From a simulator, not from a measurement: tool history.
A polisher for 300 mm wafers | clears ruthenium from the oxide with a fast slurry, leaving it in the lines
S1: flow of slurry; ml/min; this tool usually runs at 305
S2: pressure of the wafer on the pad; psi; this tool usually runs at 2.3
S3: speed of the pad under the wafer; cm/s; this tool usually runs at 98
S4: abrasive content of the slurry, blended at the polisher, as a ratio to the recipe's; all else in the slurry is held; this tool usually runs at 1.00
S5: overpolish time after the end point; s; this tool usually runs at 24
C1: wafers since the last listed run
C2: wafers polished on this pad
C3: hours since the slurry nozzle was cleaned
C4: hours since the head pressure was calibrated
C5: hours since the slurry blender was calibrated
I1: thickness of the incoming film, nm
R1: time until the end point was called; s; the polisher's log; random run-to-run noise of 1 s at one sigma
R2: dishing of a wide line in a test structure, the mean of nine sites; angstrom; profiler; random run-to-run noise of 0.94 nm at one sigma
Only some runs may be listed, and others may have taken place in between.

run 1 hour=0.0 | S1=305 S2=2.5 S3=106 S4=1.00 S5=24 | C1=0 C2=134 C3=260.3 C4=773.5 C5=317.8 | I1=251.0 | R1=67.5 R2=633
-- hour=21.0 slurry blender recalibrated
run 2 hour=44.5 | S1=305 S2=2.5 S3=106 S4=1.00 S5=24 | C1=279 C2=413 C3=304.8 C4=818.0 C5=23.5 | I1=251.0 | R1=62.3 R2=666
-- hour=187.3 worn pad replaced by a new one
run 3 hour=234.6 | S1=305 S2=2.5 S3=106 S4=1.00 S5=24 | C1=1221 C2=310 C3=494.9 C4=1008.1 C5=213.6 | I1=254.0 | R1=67.1 R2=642
run 4 hour=294.0 | S1=305 S2=2.3 S3=112 S4=1.00 S5=24 | C1=389 C2=700 C3=554.3 C4=1067.5 C5=273.0 | I1=248.4 | R1=67.8 R2=615
run 5 hour=352.4 | S1=305 S2=2.3 S3=98 S4=1.00 S5=24 | C1=383 C2=1083 C3=612.7 C4=1125.9 C5=331.4 | I1=251.0 | R1=76.7 R2=556
-- hour=373.2 slurry nozzle cleaned
-- hour=373.7 slurry blender recalibrated
run 6 hour=378.7 | S1=305 S2=2.3 S3=98 S4=1.00 S5=24 | C1=163 C2=1246 C3=5.5 C4=1152.2 C5=5.0 | I1=248.2 | R1=85.5 R2=500
-- hour=405.6 worn pad replaced by a new one
run 7 hour=406.1 | S1=305 S2=2.3 S3=98 S4=1.00 S5=24 | C1=153 C2=3 C3=32.9 C4=1179.6 C5=32.4 | I1=250.7 | R1=90.3 R2=498
run 8 hour=451.1 | S1=305 S2=2.3 S3=98 S4=1.00 S5=24 | C1=295 C2=298 C3=77.9 C4=1224.6 C5=77.4 | I1=250.7 | R1=95.6 R2=477
run 9 hour=485.9 | S1=305 S2=2.3 S3=98 S4=1.00 S5=24 | C1=228 C2=526 C3=112.7 C4=1259.4 C5=112.2 | I1=248.2 | R1=96.8 R2=464
-- hour=536.0 slurry blender recalibrated, repeated, since the last time left the tool worse
run 10 hour=539.0 | S1=305 S2=2.3 S3=98 S4=1.15 S5=24 | C1=335 C2=862 C3=165.8 C4=1312.5 C5=3.0 | I1=249.1 | R1=62.9 R2=649
run 11 hour=581.6 | S1=205 S2=2.9 S3=98 S4=0.70 S5=24 | C1=279 C2=1142 C3=208.4 C4=1355.1 C5=45.6 | I1=248.2 | R1=72.8 R2=582
run 12 hour=608.2 | S1=360 S2=2.3 S3=108 S4=1.00 S5=24 | C1=174 C2=1316 C3=235.0 C4=1381.7 C5=72.2 | I1=246.0 | R1=65.6 R2=626
-- hour=663.2 worn pad replaced by a new one
run 13 hour=676.9 | S1=305 S2=2.3 S3=98 S4=1.00 S5=24 | C1=424 C2=90 C3=303.7 C4=1450.4 C5=140.9 | I1=246.4 | R1=70.4 R2=592
-- hour=818.7 head pressure recalibrated
-- hour=879.0 worn pad replaced by a new one
run 14 hour=882.1 | S1=305 S2=2.5 S3=106 S4=1.00 S5=24 | C1=1307 C2=20 C3=508.9 C4=63.4 C5=346.1 | I1=251.5 | R1=67.0 R2=631
-- hour=904.9 slurry blender recalibrated
run 15 hour=949.3 | S1=305 S2=2.3 S3=98 S4=1.00 S5=24 | C1=428 C2=448 C3=576.1 C4=130.6 C5=44.4 | I1=254.0 | R1=73.5 R2=597
-- hour=992.3 slurry nozzle cleaned
run 16 hour=1020.0 | S1=270 S2=2.3 S3=108 S4=1.15 S5=30 | C1=457 C2=905 C3=27.7 C4=201.3 C5=115.1 | I1=245.7 | R1=62.9 R2=782
run 17 hour=1070.6 | S1=205 S2=2.3 S3=98 S4=1.00 S5=29 | C1=332 C2=1238 C3=78.3 C4=251.9 C5=165.7 | I1=249.7 | R1=76.5 R2=653
-- hour=1093.7 worn pad replaced by a new one
run 18 hour=1099.4 | S1=305 S2=2.3 S3=98 S4=1.00 S5=24 | C1=162 C2=37 C3=107.1 C4=280.7 C5=194.5 | I1=251.1 | R1=72.0 R2=589
run 19 hour=1124.2 | S1=305 S2=3.0 S3=98 S4=1.10 S5=24 | C1=162 C2=200 C3=131.9 C4=305.5 C5=219.3 | I1=247.3 | R1=54.2 R2=726
run 20 hour=1173.2 | S1=305 S2=2.3 S3=78 S4=1.00 S5=30 | C1=321 C2=521 C3=180.9 C4=354.5 C5=268.3 | I1=253.8 | R1=89.2 R2=611

5 ways to go on from here, each from the tool as it stands after run 20. What would each give?
run A hour=1173.7 | S1=305 S2=2.3 S3=98 S4=1.00 S5=24 | C1=3 C2=525 C3=181.4 C4=355.0 C5=268.8 | I1=248.6 | R1=? R2=?
run B hour=1173.7 | S1=255 S2=2.3 S3=98 S4=0.90 S5=24 | C1=3 C2=525 C3=181.4 C4=355.0 C5=268.8 | I1=248.6 | R1=? R2=?
run C hour=1173.7 | S1=305 S2=2.3 S3=78 S4=1.00 S5=24 | C1=3 C2=525 C3=181.4 C4=355.0 C5=268.8 | I1=248.6 | R1=? R2=?
run D hour=1173.7 | S1=305 S2=2.5 S3=68 S4=1.25 S5=24 | C1=3 C2=525 C3=181.4 C4=355.0 C5=268.8 | I1=248.6 | R1=? R2=?
run E hour=1173.7 | S1=305 S2=3.0 S3=98 S4=1.00 S5=24 | C1=3 C2=525 C3=181.4 C4=355.0 C5=268.8 | I1=248.6 | R1=? R2=?

run=A R1=73.7 R2=576
run=B R1=79.5 R2=543
run=C R1=85.9 R2=510
run=D R1=76.5 R2=559
run=E R1=56.5 R2=705
Without the tool's hidden state the same runs would have given:
run=A R1=67.1 R2=620
run=B R1=71.9 R2=587
run=C R1=78.2 R2=550
run=D R1=70.5 R2=597
run=E R1=51.5 R2=754
